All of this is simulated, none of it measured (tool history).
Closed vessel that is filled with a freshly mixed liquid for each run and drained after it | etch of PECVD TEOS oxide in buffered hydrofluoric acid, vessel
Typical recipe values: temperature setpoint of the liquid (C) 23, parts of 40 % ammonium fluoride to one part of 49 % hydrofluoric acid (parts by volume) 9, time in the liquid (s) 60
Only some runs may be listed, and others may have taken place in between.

run,hour,temperature setpoint of the liquid (C),parts of 40 % ammonium fluoride to one part of 49 % hydrofluoric acid (parts by volume),time in the liquid (s),"read-back film thickness of the PECVD TEOS oxide reference wafer, read on the same gauge (nm)",thickness taken off the PECVD TEOS oxide on a monitor wafer (angstrom)
1,0,23,9,75,99.98,1974.7
2,46.8,23,9,75,99.96,1958.4
3,108.9,23,9,60,100.01,1577.8
4,167.8,23,9,60,100.01,1566.1
5,255,23,9,60,100.01,1562.5
6,357.3,23,9,60,100.01,1562.4
7,413.4,23,9,60,100.01,1565.3
# hour 472.4: gauge calibrated
8,477,23,9,85,99.99,2203.3
# hour 540: thermometer replaced
9,563.4,23,9,85,100.02,2212.7
10,636.2,23,9,60,100.03,1547.3
11,732.2,23,9,30,100,776.1
12,774.2,21,9,85,100.04,1966.7
13,854.8,21.5,6.5,60,99.97,1927.5
# hour 874.8: hydrofluoric acid flow meter replaced
14,908.4,23,5.5,60,99.99,2305.7
15,996.8,19.5,11,35,100.03,575.1
# hour 1095.2: thermometer replaced
16,1126.9,23,9,60,100,1436.4
# hour 1148.2: hydrofluoric acid flow meter replaced, repeated, since the last time left the tool worse
17,1166.3,21,11,80,99.98,1652.6
18,1230.1,18.5,11,60,99.99,1065.9

Run 19 comes next. What will it give?
19,1335,23,9,60,?,?

read-back film thickness of the PECVD TEOS oxide reference wafer, read on the same gauge (nm): 99.96
thickness taken off the PECVD TEOS oxide on a monitor wafer (angstrom): 1625.7
Take away the tool's hidden state, keep the run-to-run variation as it was, and the same run would have given thickness taken off the PECVD TEOS oxide on a monitor wafer (angstrom) 1645.3.
